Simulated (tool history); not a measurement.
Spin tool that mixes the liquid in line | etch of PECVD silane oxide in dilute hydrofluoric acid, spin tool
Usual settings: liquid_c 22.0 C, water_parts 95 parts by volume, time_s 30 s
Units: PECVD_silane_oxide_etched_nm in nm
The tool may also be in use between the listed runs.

run	hour	liquid_c	water_parts	time_s	read-back film thickness of the PECVD silane oxide reference wafer, read on the same gauge (nm)	PECVD_silane_oxide_etched_nm
1	0.0	22.0	95	30	90.02	9.03
2	7.3	22.0	95	30	89.98	9.10
3	17.1	22.0	95	30	90.02	9.05
4	29.4	18.5	95	30	89.95	7.89
5	58.4	19.0	95	30	90.00	8.04
6	76.2	19.0	95	30	89.98	8.00
7	86.8	19.0	95	30	90.02	7.90
8	102.9	22.0	125	30	90.04	6.58
9	131.9	22.0	125	30	89.98	6.45
# hour 141.7: hydrofluoric acid flow meter replaced
10	148.7	22.0	95	30	90.03	9.81
11	165.3	23.5	95	30	90.04	10.44
12	174.8	23.5	95	30	90.02	10.55
# hour 181.4: thermometer replaced
13	209.7	23.5	95	30	89.98	10.50
14	216.0	22.0	95	30	90.06	9.69
15	223.1	22.0	95	30	89.97	9.82
16	237.8	22.0	95	20	89.98	6.35
17	247.0	17.5	55	50	90.01	24.06
18	263.0	22.0	145	20	90.02	4.01
19	270.8	19.0	110	30	90.00	7.23
20	277.5	23.5	95	30	90.00	10.15
21	287.0	19.0	75	15	90.02	5.46
# hour 310.0: gauge calibrated
22	328.1	25.5	95	15	90.04	5.53
23	334.5	22.0	95	30	90.04	9.61
24	380.6	24.0	95	20	90.01	6.78
25	389.2	17.5	45	20	89.96	11.51
26	402.6	22.0	95	30	90.04	9.21
27	411.2	19.5	50	40	90.01	22.15
28	423.1	27.0	75	30	89.94	14.76
29	432.7	22.0	135	30	89.99	6.13
30	445.9	25.0	95	20	89.98	6.97
31	459.0	18.5	95	45	90.05	11.96
32	470.8	24.5	95	30	89.98	10.15
33	487.0	22.0	95	30	90.00	9.04

4 ways to go on from here, each from the tool as it stands after run 33. What would each give?
A	487.4	22.0	95	30	?	?
B	487.4	24.0	115	45	?	?
C	487.4	26.0	135	20	?	?
D	487.4	22.0	130	15	?	?

run	read-back film thickness of the PECVD silane oxide reference wafer, read on the same gauge (nm)	PECVD_silane_oxide_etched_nm
A	90.04	9.18
B	90.04	12.00
C	90.04	4.78
D	90.04	3.21
Without the tool's hidden state the same runs would have given:
run	PECVD_silane_oxide_etched_nm
A	10.00
B	13.10
C	5.23
D	3.51

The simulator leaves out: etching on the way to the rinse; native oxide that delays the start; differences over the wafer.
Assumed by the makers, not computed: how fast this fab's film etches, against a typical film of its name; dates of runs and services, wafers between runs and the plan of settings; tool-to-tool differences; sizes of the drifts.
